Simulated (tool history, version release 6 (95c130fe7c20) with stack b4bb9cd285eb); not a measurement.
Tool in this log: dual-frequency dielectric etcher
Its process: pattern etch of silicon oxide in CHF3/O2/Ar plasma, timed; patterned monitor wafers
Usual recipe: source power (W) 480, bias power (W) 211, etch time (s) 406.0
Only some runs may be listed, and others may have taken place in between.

| run | hour | source power (W) | bias power (W) | etch time (s) | wafers since the last listed run | hours since the last wet clean | hours since the last source power generator calibration | hours since the last bias power generator calibration | hours since the last upper electrode change | hours since the gauge calibration | read-back reference wafer on the same gauge, depth_nm | mean etch depth across the wafer (angstrom) |
|---|---|---|---|---|---|---|---|---|---|---|---|---|
| 1 | 0.0 | 480 | 211 | 406.0 | 0 | 370.2 | 2619.0 | 1675.9 | 3312.4 | 1034.2 | 860.1 | 8008 |
| 2 | 67.4 | 480 | 211 | 406.0 | 351 | 437.6 | 2686.4 | 1743.3 | 3379.8 | 1101.6 | 857.6 | 8055 |
|  | 100.8 | gauge calibrated |
| 3 | 109.4 | 480 | 211 | 406.0 | 218 | 479.6 | 2728.4 | 1785.3 | 3421.8 | 8.6 | 858.9 | 8075 |
| 4 | 142.0 | 480 | 211 | 406.0 | 169 | 512.2 | 2761.0 | 1817.9 | 3454.4 | 41.2 | 857.7 | 7967 |
| 5 | 168.5 | 480 | 211 | 406.0 | 138 | 538.7 | 2787.5 | 1844.4 | 3480.9 | 67.7 | 859.1 | 8066 |
|  | 250.9 | wet clean of the chamber |
| 6 | 251.4 | 480 | 211 | 406.0 | 307 | 0.5 | 2870.4 | 1927.3 | 3563.8 | 150.6 | 858.5 | 8059 |
| 7 | 302.6 | 480 | 211 | 406.0 | 266 | 51.7 | 2921.6 | 1978.5 | 3615.0 | 201.8 | 857.9 | 8029 |
| 8 | 366.1 | 360 | 211 | 370.5 | 331 | 115.2 | 2985.1 | 2042.0 | 3678.5 | 265.3 | 859.5 | 6540 |
| 9 | 433.2 | 480 | 211 | 406.0 | 349 | 182.3 | 3052.2 | 2109.1 | 3745.6 | 332.4 | 859.6 | 8078 |
| 10 | 497.6 | 480 | 211 | 406.0 | 335 | 246.7 | 3116.6 | 2173.5 | 3810.0 | 396.8 | 858.9 | 8072 |
| 11 | 527.3 | 480 | 211 | 406.0 | 154 | 276.4 | 3146.3 | 2203.2 | 3839.7 | 426.5 | 859.9 | 8031 |
|  | 666.8 | source power generator calibrated |
| 12 | 715.1 | 560 | 234 | 316.5 | 958 | 464.2 | 48.3 | 2391.0 | 4027.5 | 614.3 | 859.1 | 6817 |
| 13 | 781.6 | 480 | 229 | 406.0 | 346 | 530.7 | 114.8 | 2457.5 | 4094.0 | 680.8 | 859.4 | 8219 |
| 14 | 822.7 | 480 | 211 | 406.0 | 214 | 571.8 | 155.9 | 2498.6 | 4135.1 | 721.9 | 859.0 | 8011 |
|  | 877.7 | wet clean of the chamber |
| 15 | 878.2 | 370 | 227 | 440.5 | 164 | 0.5 | 211.4 | 2554.1 | 4190.6 | 777.4 | 857.0 | 7992 |
|  | 918.2 | upper electrode replaced |
| 16 | 918.7 | 480 | 196 | 481.0 | 86 | 41.0 | 251.9 | 2594.6 | 0.5 | 817.9 | 860.2 | 9328 |
| 17 | 968.0 | 380 | 211 | 359.0 | 257 | 90.3 | 301.2 | 2643.9 | 49.8 | 867.2 | 858.4 | 6466 |
| 18 | 1017.0 | 590 | 193 | 406.0 | 255 | 139.3 | 350.2 | 2692.9 | 98.8 | 916.2 | 860.7 | 8568 |
| 19 | 1088.2 | 400 | 196 | 406.0 | 371 | 210.5 | 421.4 | 2764.1 | 170.0 | 987.4 | 858.7 | 7313 |
| 20 | 1129.7 | 480 | 193 | 293.0 | 216 | 252.0 | 462.9 | 2805.6 | 211.5 | 1028.9 | 858.0 | 5661 |
|  | 1196.9 | bias power generator calibrated |
| 21 | 1201.6 | 480 | 211 | 406.0 | 353 | 323.9 | 534.8 | 4.7 | 283.4 | 1100.8 | 861.1 | 8023 |
| 22 | 1380.1 | 530 | 175 | 508.5 | 930 | 502.4 | 713.3 | 183.2 | 461.9 | 1279.3 | 861.0 | 10027 |
| 23 | 1411.7 | 480 | 184 | 406.0 | 164 | 534.0 | 744.9 | 214.8 | 493.5 | 1310.9 | 858.8 | 7749 |
| 24 | 1477.3 | 400 | 211 | 496.0 | 342 | 599.6 | 810.5 | 280.4 | 559.1 | 1376.5 | 856.9 | 9057 |
|  | 1501.9 | gauge calibrated |
|  | 1542.6 | wet clean of the chamber |
| 25 | 1543.1 | 370 | 167 | 329.5 | 217 | 0.5 | 876.3 | 346.2 | 624.9 | 41.2 | 859.0 | 5554 |
| 26 | 1592.5 | 480 | 164 | 406.0 | 257 | 49.9 | 925.7 | 395.6 | 674.3 | 90.6 | 858.9 | 7555 |
| 27 | 1629.7 | 570 | 246 | 340.5 | 193 | 87.1 | 962.9 | 432.8 | 711.5 | 127.8 | 859.6 | 7550 |
| 28 | 1656.6 | 480 | 181 | 406.0 | 140 | 114.0 | 989.8 | 459.7 | 738.4 | 154.7 | 859.2 | 7731 |
| 29 | 1727.2 | 510 | 189 | 501.0 | 368 | 184.6 | 1060.4 | 530.3 | 809.0 | 225.3 | 858.3 | 9902 |
| 30 | 1786.9 | 520 | 249 | 443.0 | 311 | 244.3 | 1120.1 | 590.0 | 868.7 | 285.0 | 858.7 | 9396 |

Each row is a separate what-if for the run after 30, all from the same tool condition, not one after another. Results?
| A | 1787.4 | 480 | 211 | 327.5 | 2 | 244.8 | 1120.6 | 590.5 | 869.2 | 285.5 | ? | ? |
| B | 1787.4 | 530 | 185 | 309.5 | 2 | 244.8 | 1120.6 | 590.5 | 869.2 | 285.5 | ? | ? |
| C | 1787.4 | 480 | 211 | 492.0 | 2 | 244.8 | 1120.6 | 590.5 | 869.2 | 285.5 | ? | ? |
| D | 1787.4 | 480 | 255 | 406.0 | 2 | 244.8 | 1120.6 | 590.5 | 869.2 | 285.5 | ? | ? |

| run | read-back reference wafer on the same gauge, depth_nm | mean etch depth across the wafer (angstrom) |
|---|---|---|
| A | 859.7 | 6456 |
| B | 859.7 | 6144 |
| C | 859.7 | 9699 |
| D | 859.7 | 8417 |
With the hidden condition removed and each run's random variation left untouched, the same runs would have given:
| run | mean etch depth across the wafer (angstrom) |
|---|---|
| A | 6456 |
| B | 6144 |
| C | 9699 |
| D | 8417 |
